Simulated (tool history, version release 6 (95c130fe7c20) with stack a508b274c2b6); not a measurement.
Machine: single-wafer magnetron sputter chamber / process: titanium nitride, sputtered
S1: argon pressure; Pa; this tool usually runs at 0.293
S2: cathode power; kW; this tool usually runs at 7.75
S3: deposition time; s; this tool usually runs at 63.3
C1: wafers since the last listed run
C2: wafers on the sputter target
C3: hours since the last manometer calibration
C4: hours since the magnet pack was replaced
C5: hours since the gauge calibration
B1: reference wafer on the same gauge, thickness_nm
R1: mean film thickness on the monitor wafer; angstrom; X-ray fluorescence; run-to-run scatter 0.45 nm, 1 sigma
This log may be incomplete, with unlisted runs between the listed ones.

{"run": 1, "hour": 0.0, "S1": 0.293, "S2": 7.75, "S3": 63.3, "C1": 0, "C2": 7171, "C3": 1798, "C4": 9341, "C5": 40.5, "B1": 106.667, "R1": 930.83}
{"hour": 26.7, "done": "sputter target and shields replaced"}
{"run": 2, "hour": 104.9, "S1": 0.293, "S2": 7.75, "S3": 63.3, "C1": 2499, "C2": 2017, "C3": 1902.9, "C4": 9445.9, "C5": 145.4, "B1": 106.689, "R1": 935.08}
{"run": 3, "hour": 132.0, "S1": 0.293, "S2": 7.75, "S3": 63.3, "C1": 699, "C2": 2716, "C3": 1930, "C4": 9473, "C5": 172.5, "B1": 106.814, "R1": 934.08}
{"run": 4, "hour": 161.2, "S1": 0.293, "S2": 7.75, "S3": 63.3, "C1": 753, "C2": 3469, "C3": 1959.2, "C4": 9502.2, "C5": 201.7, "B1": 106.669, "R1": 936.36}
{"run": 5, "hour": 189.4, "S1": 0.219, "S2": 8.65, "S3": 63.3, "C1": 727, "C2": 4197, "C3": 1987.4, "C4": 9530.4, "C5": 229.9, "B1": 106.765, "R1": 1062.84}
{"run": 6, "hour": 203.4, "S1": 0.324, "S2": 7.75, "S3": 66.6, "C1": 361, "C2": 4558, "C3": 2001.4, "C4": 9544.4, "C5": 243.9, "B1": 106.74, "R1": 968.01}
{"run": 7, "hour": 226.9, "S1": 0.324, "S2": 7.75, "S3": 66.6, "C1": 606, "C2": 5164, "C3": 2024.9, "C4": 9567.9, "C5": 267.4, "B1": 106.904, "R1": 965.23}
{"run": 8, "hour": 254.7, "S1": 0.324, "S2": 7.75, "S3": 66.6, "C1": 717, "C2": 5881, "C3": 2052.7, "C4": 9595.7, "C5": 295.2, "B1": 106.773, "R1": 967.04}
{"hour": 282.6, "done": "sputter target and shields replaced"}
{"run": 9, "hour": 283.1, "S1": 0.293, "S2": 7.75, "S3": 56.9, "C1": 526, "C2": 13, "C3": 2081.1, "C4": 9624.1, "C5": 323.6, "B1": 106.904, "R1": 839.41}
{"run": 10, "hour": 296.6, "S1": 0.293, "S2": 7.75, "S3": 56.9, "C1": 348, "C2": 362, "C3": 2094.6, "C4": 9637.6, "C5": 337.1, "B1": 106.861, "R1": 838.31}
{"run": 11, "hour": 315.9, "S1": 0.257, "S2": 7.75, "S3": 63.3, "C1": 497, "C2": 859, "C3": 2113.9, "C4": 9656.9, "C5": 356.4, "B1": 106.885, "R1": 956.61}
{"run": 12, "hour": 350.9, "S1": 0.324, "S2": 7.75, "S3": 66.6, "C1": 902, "C2": 1762, "C3": 2148.9, "C4": 9691.9, "C5": 391.4, "B1": 106.836, "R1": 968.15}
{"run": 13, "hour": 415.5, "S1": 0.293, "S2": 7.75, "S3": 56.9, "C1": 1666, "C2": 3429, "C3": 2213.5, "C4": 9756.5, "C5": 456, "B1": 106.687, "R1": 841.8}
{"run": 14, "hour": 438.5, "S1": 0.401, "S2": 9.25, "S3": 58.3, "C1": 593, "C2": 4022, "C3": 2236.5, "C4": 9779.5, "C5": 479, "B1": 106.888, "R1": 920.69}
{"hour": 465.4, "done": "magnet pack replaced"}
{"run": 15, "hour": 469.6, "S1": 0.214, "S2": 8.8, "S3": 70.8, "C1": 595, "C2": 4618, "C3": 2267.6, "C4": 4.2, "C5": 510.1, "B1": 106.775, "R1": 1203.33}
{"hour": 530.1, "done": "sputter target and shields replaced"}
{"hour": 556.4, "done": "gauge calibrated"}
{"run": 16, "hour": 562.8, "S1": 0.367, "S2": 9.5, "S3": 66.7, "C1": 2197, "C2": 844, "C3": 2360.8, "C4": 97.4, "C5": 6.4, "B1": 106.815, "R1": 1100.07}
{"hour": 570.9, "done": "capacitance manometer re-zeroed and calibrated"}
{"run": 17, "hour": 578.3, "S1": 0.222, "S2": 6.4, "S3": 54.3, "C1": 193, "C2": 1037, "C3": 7.4, "C4": 112.9, "C5": 21.9, "B1": 106.789, "R1": 731.92}
{"run": 18, "hour": 614.0, "S1": 0.37, "S2": 9, "S3": 55, "C1": 920, "C2": 1958, "C3": 43.1, "C4": 148.6, "C5": 57.6, "B1": 106.643, "R1": 871.84}
{"run": 19, "hour": 643.7, "S1": 0.293, "S2": 6.05, "S3": 63.3, "C1": 766, "C2": 2724, "C3": 72.8, "C4": 178.3, "C5": 87.3, "B1": 106.826, "R1": 784.38}
{"run": 20, "hour": 678.9, "S1": 0.293, "S2": 9.15, "S3": 63.3, "C1": 908, "C2": 3632, "C3": 108, "C4": 213.5, "C5": 122.5, "B1": 106.8, "R1": 1066.46}
{"run": 21, "hour": 703.2, "S1": 0.219, "S2": 6.55, "S3": 57.3, "C1": 626, "C2": 4259, "C3": 132.3, "C4": 237.8, "C5": 146.8, "B1": 106.842, "R1": 782.19}
{"run": 22, "hour": 730.6, "S1": 0.227, "S2": 9, "S3": 75.9, "C1": 706, "C2": 4966, "C3": 159.7, "C4": 265.2, "C5": 174.2, "B1": 106.818, "R1": 1301.21}

Predict each of these 4 candidate next runs independently; none follows another, all start after run 22:
{"run": "A", "hour": 731.0, "S1": 0.293, "S2": 7.75, "S3": 63.3, "C1": 10, "C2": 4976, "C3": 160.1, "C4": 265.6, "C5": 174.6, "B1": "?", "R1": "?"}
{"run": "B", "hour": 731.0, "S1": 0.343, "S2": 7.1, "S3": 63.3, "C1": 10, "C2": 4976, "C3": 160.1, "C4": 265.6, "C5": 174.6, "B1": "?", "R1": "?"}
{"run": "C", "hour": 731.0, "S1": 0.189, "S2": 8.65, "S3": 53.9, "C1": 10, "C2": 4976, "C3": 160.1, "C4": 265.6, "C5": 174.6, "B1": "?", "R1": "?"}
{"run": "D", "hour": 731.0, "S1": 0.185, "S2": 6.6, "S3": 50.7, "C1": 10, "C2": 4976, "C3": 160.1, "C4": 265.6, "C5": 174.6, "B1": "?", "R1": "?"}

run=A B1=106.707 R1=935.54
run=B B1=106.707 R1=851.84
run=C B1=106.707 R1=921.85
run=D B1=106.707 R1=714.6
Without the tool's unlogged condition, the same runs would have read:
run=A R1=935.54
run=B R1=851.84
run=C R1=921.85
run=D R1=714.6

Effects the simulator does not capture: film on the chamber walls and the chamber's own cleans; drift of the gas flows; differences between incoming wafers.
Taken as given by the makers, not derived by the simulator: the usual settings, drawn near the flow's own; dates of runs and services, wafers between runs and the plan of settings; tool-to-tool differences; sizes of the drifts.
